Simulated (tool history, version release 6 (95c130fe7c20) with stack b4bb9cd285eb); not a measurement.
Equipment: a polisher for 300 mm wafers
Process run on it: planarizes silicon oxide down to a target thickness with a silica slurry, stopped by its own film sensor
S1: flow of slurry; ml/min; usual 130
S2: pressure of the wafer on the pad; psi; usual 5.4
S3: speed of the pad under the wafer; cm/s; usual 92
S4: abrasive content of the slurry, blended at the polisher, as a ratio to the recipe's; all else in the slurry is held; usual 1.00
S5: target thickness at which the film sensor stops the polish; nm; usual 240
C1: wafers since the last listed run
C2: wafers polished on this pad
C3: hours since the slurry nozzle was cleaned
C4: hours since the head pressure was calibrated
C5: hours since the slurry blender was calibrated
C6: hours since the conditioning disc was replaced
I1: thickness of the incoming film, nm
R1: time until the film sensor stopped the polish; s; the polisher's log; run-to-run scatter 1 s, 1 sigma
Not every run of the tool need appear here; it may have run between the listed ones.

| run | day | S1 | S2 | S3 | S4 | S5 | C1 | C2 | C3 | C4 | C5 | C6 | I1 | R1 |
|---|---|---|---|---|---|---|---|---|---|---|---|---|---|---|
| 1 | 0.000 | 130 | 5.4 | 92 | 1.00 | 193 | 0 | 3456 | 311.0 | 143.1 | 285.4 | 467.1 | 567.2 | 90.9 |
|  | 2.279 | conditioning disc replaced and pad reconditioned |
| 2 | 2.500 | 130 | 5.4 | 92 | 1.00 | 193 | 708 | 4164 | 371.0 | 203.1 | 345.4 | 5.3 | 586.9 | 96.2 |
| 3 | 6.592 | 130 | 5.4 | 92 | 1.00 | 182 | 1198 | 5363 | 469.2 | 301.3 | 443.6 | 103.5 | 577.6 | 99.6 |
|  | 8.954 | slurry blender recalibrated |
|  | 10.862 | worn pad replaced by a new one |
| 4 | 10.883 | 130 | 5.4 | 92 | 1.00 | 182 | 1184 | 6 | 572.2 | 404.3 | 46.3 | 206.5 | 575.9 | 95.5 |
| 5 | 14.088 | 130 | 5.4 | 92 | 1.00 | 182 | 938 | 945 | 649.1 | 481.2 | 123.2 | 283.4 | 588.5 | 97.3 |
|  | 14.912 | slurry nozzle cleaned |
| 6 | 16.754 | 130 | 5.4 | 92 | 1.00 | 240 | 769 | 1714 | 44.2 | 545.2 | 187.2 | 347.4 | 572.7 | 81.7 |
| 7 | 19.833 | 130 | 5.4 | 92 | 1.25 | 329 | 902 | 2616 | 118.1 | 619.1 | 261.1 | 421.3 | 572.7 | 52.5 |
| 8 | 23.450 | 170 | 5.4 | 92 | 1.00 | 240 | 1059 | 3676 | 204.9 | 705.9 | 347.9 | 508.1 | 587.9 | 80.4 |
| 9 | 26.258 | 130 | 5.4 | 92 | 1.00 | 193 | 822 | 4499 | 272.3 | 773.3 | 415.3 | 575.5 | 582.8 | 97.9 |
|  | 27.633 | conditioning disc replaced and pad reconditioned |
| 10 | 30.296 | 130 | 5.4 | 92 | 1.00 | 240 | 1158 | 5658 | 369.2 | 870.2 | 512.2 | 63.9 | 585.5 | 86.9 |
|  | 31.658 | slurry blender recalibrated |
|  | 33.154 | worn pad replaced by a new one |
| 11 | 34.246 | 130 | 5.4 | 78 | 1.00 | 240 | 1084 | 319 | 464.0 | 965.0 | 62.1 | 158.7 | 591.6 | 95.9 |
| 12 | 36.642 | 130 | 5.4 | 92 | 1.00 | 240 | 702 | 1022 | 521.5 | 1022.5 | 119.6 | 216.2 | 586.4 | 84.1 |
|  | 39.300 | slurry nozzle cleaned |
| 13 | 40.571 | 85 | 6.7 | 102 | 1.15 | 240 | 1139 | 2161 | 30.5 | 1116.8 | 213.9 | 310.5 | 579.6 | 75.5 |
|  | 40.829 | head pressure recalibrated |
| 14 | 42.658 | 130 | 5.4 | 92 | 0.90 | 240 | 587 | 2748 | 80.6 | 43.9 | 264.0 | 360.6 | 591.3 | 92.8 |
| 15 | 44.342 | 160 | 5.4 | 118 | 0.75 | 240 | 493 | 3241 | 121.0 | 84.3 | 304.4 | 401.0 | 588.4 | 84.7 |
| 16 | 46.492 | 130 | 4.0 | 92 | 0.90 | 240 | 630 | 3871 | 172.6 | 135.9 | 356.0 | 452.6 | 575.7 | 110.4 |
| 17 | 48.508 | 115 | 4.3 | 62 | 0.90 | 240 | 590 | 4462 | 221.0 | 184.3 | 404.4 | 501.0 | 578.7 | 142.8 |
| 18 | 52.358 | 130 | 5.4 | 60 | 1.00 | 171 | 1128 | 5590 | 313.4 | 276.7 | 496.8 | 593.4 | 579.2 | 134.5 |
|  | 52.842 | conditioning disc replaced and pad reconditioned |
| 19 | 53.992 | 95 | 5.4 | 92 | 0.75 | 240 | 454 | 6045 | 352.6 | 315.9 | 536.0 | 27.6 | 584.0 | 127.4 |
|  | 56.054 | worn pad replaced by a new one |
| 20 | 58.138 | 130 | 5.4 | 92 | 1.00 | 240 | 1166 | 611 | 452.1 | 415.4 | 635.5 | 127.1 | 578.2 | 88.5 |
|  | 59.262 | slurry blender recalibrated |
| 21 | 60.575 | 130 | 5.4 | 92 | 1.20 | 287 | 689 | 1300 | 510.6 | 473.9 | 31.5 | 185.6 | 577.0 | 63.9 |
|  | 62.350 | slurry nozzle cleaned |
| 22 | 64.950 | 145 | 5.4 | 62 | 1.00 | 240 | 1269 | 2570 | 62.4 | 578.9 | 136.5 | 290.6 | 578.7 | 101.7 |
| 23 | 68.746 | 155 | 4.8 | 92 | 1.00 | 140 | 1112 | 3682 | 153.5 | 670.0 | 227.6 | 381.7 | 578.6 | 113.0 |
| 24 | 72.408 | 130 | 3.8 | 92 | 0.80 | 281 | 1073 | 4756 | 241.4 | 757.9 | 315.5 | 469.6 | 574.0 | 110.0 |
| 25 | 75.129 | 115 | 4.1 | 92 | 0.75 | 207 | 797 | 5553 | 306.7 | 823.2 | 380.8 | 534.9 | 579.3 | 145.3 |

Hidden condition of the tool, last listed run before each entry between runs versus first listed run after:
Runs 1 to 2: conditioning disc replaced and pad reconditioned (day 2.279)
  abrasive missing from the slurry, %: 2.85 -> 3.91
  the result without the hidden state subtracted from the measured one, R1: +1.7 -> +2.4 s
Runs 3 to 4: slurry blender recalibrated (day 8.954); worn pad replaced by a new one (day 10.862)
  abrasive missing from the slurry, %: 6.09 -> 0.648
  the result without the hidden state subtracted from the measured one, R1: +3.9 -> +0.4 s
Runs 5 to 6: slurry nozzle cleaned (day 14.912)
  abrasive missing from the slurry, %: 1.01 -> 1.57
  the result without the hidden state subtracted from the measured one, R1: +0.7 -> +0.8 s
Runs 9 to 10: conditioning disc replaced and pad reconditioned (day 27.633)
  abrasive missing from the slurry, %: 5.43 -> 7.96
  the result without the hidden state subtracted from the measured one, R1: +3.4 -> +4.5 s
Runs 10 to 11: slurry blender recalibrated (day 31.658); worn pad replaced by a new one (day 33.154)
  abrasive missing from the slurry, %: 7.96 -> 0.476
  the result without the hidden state subtracted from the measured one, R1: +4.5 -> +0.3 s
Runs 12 to 13: slurry nozzle cleaned (day 39.300)
  abrasive missing from the slurry, %: 0.769 -> 1.65
  the result without the hidden state subtracted from the measured one, R1: +0.4 -> +0.7 s
Runs 13 to 14: head pressure recalibrated (day 40.829)
  abrasive missing from the slurry, %: 1.65 -> 2.33
  the result without the hidden state subtracted from the measured one, R1: +0.7 -> +1.5 s
Runs 18 to 19: conditioning disc replaced and pad reconditioned (day 52.842)
  abrasive missing from the slurry, %: 7.3 -> 8.44
  the result without the hidden state subtracted from the measured one, R1: +6.4 -> +8.6 s
Runs 19 to 20: worn pad replaced by a new one (day 56.054)
  abrasive missing from the slurry, %: 8.44 -> 11.7
  the result without the hidden state subtracted from the measured one, R1: +8.6 -> +7.1 s
Runs 20 to 21: slurry blender recalibrated (day 59.262)
  abrasive missing from the slurry, %: 11.7 -> 0.179
  the result without the hidden state subtracted from the measured one, R1: +7.1 -> +0.1 s
Runs 21 to 22: slurry nozzle cleaned (day 62.350)
  abrasive missing from the slurry, %: 0.179 -> 0.674
  the result without the hidden state subtracted from the measured one, R1: +0.1 -> +0.4 s
